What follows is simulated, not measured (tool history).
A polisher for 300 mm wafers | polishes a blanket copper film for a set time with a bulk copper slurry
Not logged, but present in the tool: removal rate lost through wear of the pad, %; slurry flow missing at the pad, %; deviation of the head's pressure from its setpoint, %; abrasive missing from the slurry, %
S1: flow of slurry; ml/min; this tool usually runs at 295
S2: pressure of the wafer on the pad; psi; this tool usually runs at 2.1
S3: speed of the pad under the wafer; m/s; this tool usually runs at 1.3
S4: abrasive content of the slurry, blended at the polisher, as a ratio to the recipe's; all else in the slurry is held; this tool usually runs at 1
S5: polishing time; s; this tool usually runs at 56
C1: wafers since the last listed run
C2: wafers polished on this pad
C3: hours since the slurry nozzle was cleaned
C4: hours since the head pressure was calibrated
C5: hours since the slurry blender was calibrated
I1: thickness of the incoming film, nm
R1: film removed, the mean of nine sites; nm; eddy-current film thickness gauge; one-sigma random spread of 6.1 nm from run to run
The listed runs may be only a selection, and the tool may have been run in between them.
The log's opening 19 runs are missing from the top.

At hour 216.2: worn pad replaced by a new one.
Run 20, hour 228: usual settings but S2 1.9 psi; C1 93; C2 92; C3 159.6; C4 65.5; C5 66.7; I1 3353.3. Result: R1 390.8 nm.
Run 21, hour 238.3: usual settings but S3 0.92 m/s; C1 80; C2 173; C3 169.9; C4 75.8; C5 77; I1 3347.5. Result: R1 308.5 nm.
Run 22, hour 247.1: usual settings but S3 1.52 m/s, S5 67 s; C1 68; C2 242; C3 178.7; C4 84.6; C5 85.8; I1 3353.8. Result: R1 597.4 nm.
Run 23, hour 254: usual settings; C1 53; C2 296; C3 185.6; C4 91.5; C5 92.7; I1 3372.7. Result: R1 436.3 nm.
Run 24, hour 268.4: usual settings; C1 112; C2 408; C3 200; C4 105.9; C5 107.1; I1 3359.5. Result: R1 411.8 nm.
Run 25, hour 283.9: usual settings; C1 121; C2 530; C3 215.5; C4 121.4; C5 122.6; I1 3389.5. Result: R1 433 nm.
Run 26, hour 293.9: usual settings but S1 200 ml/min, S3 0.86 m/s, S4 0.85; C1 78; C2 608; C3 225.5; C4 131.4; C5 132.6; I1 3391.8. Result: R1 259.5 nm.
Run 27, hour 309.2: usual settings but S1 225 ml/min, S2 1.7 psi, S4 1.15; C1 119; C2 727; C3 240.8; C4 146.7; C5 147.9; I1 3370. Result: R1 348.9 nm.
At hour 329: worn pad replaced by a new one.
Run 28, hour 329.5: usual settings but S2 2.6 psi; C1 127; C2 4; C3 261.1; C4 167; C5 168.2; I1 3327.2. Result: R1 513.8 nm.
Run 29, hour 335.9: usual settings but S5 38 s; C1 50; C2 54; C3 267.5; C4 173.4; C5 174.6; I1 3307.3. Result: R1 288.8 nm.
Run 30, hour 350.9: usual settings but S1 390 ml/min; C1 117; C2 171; C3 282.5; C4 188.4; C5 189.6; I1 3368.2. Result: R1 436.7 nm.

4 options for the next run, each taken on its own from the tool as it stands now. Forecast them:
Run A, hour 351.3: usual settings; C1 3; C2 174; C3 282.9; C4 188.8; C5 190; I1 3357.3. Result: R1 ?.
Run B, hour 351.3: usual settings but S2 2.4 psi; C1 3; C2 174; C3 282.9; C4 188.8; C5 190; I1 3357.3. Result: R1 ?.
Run C, hour 351.3: usual settings but S1 325 ml/min, S3 1.52 m/s, S4 0.9; C1 3; C2 174; C3 282.9; C4 188.8; C5 190; I1 3357.3. Result: R1 ?.
Run D, hour 351.3: usual settings but S2 1.9 psi, S5 47 s; C1 3; C2 174; C3 282.9; C4 188.8; C5 190; I1 3357.3. Result: R1 ?.

run     R1
  A  421.5
  B  481.7
  C  488.8
  D  320.1
Without the tool's unlogged condition, the same runs would have read:
run     R1
  A  451.6
  B  516.2
  C  523.4
  D    343
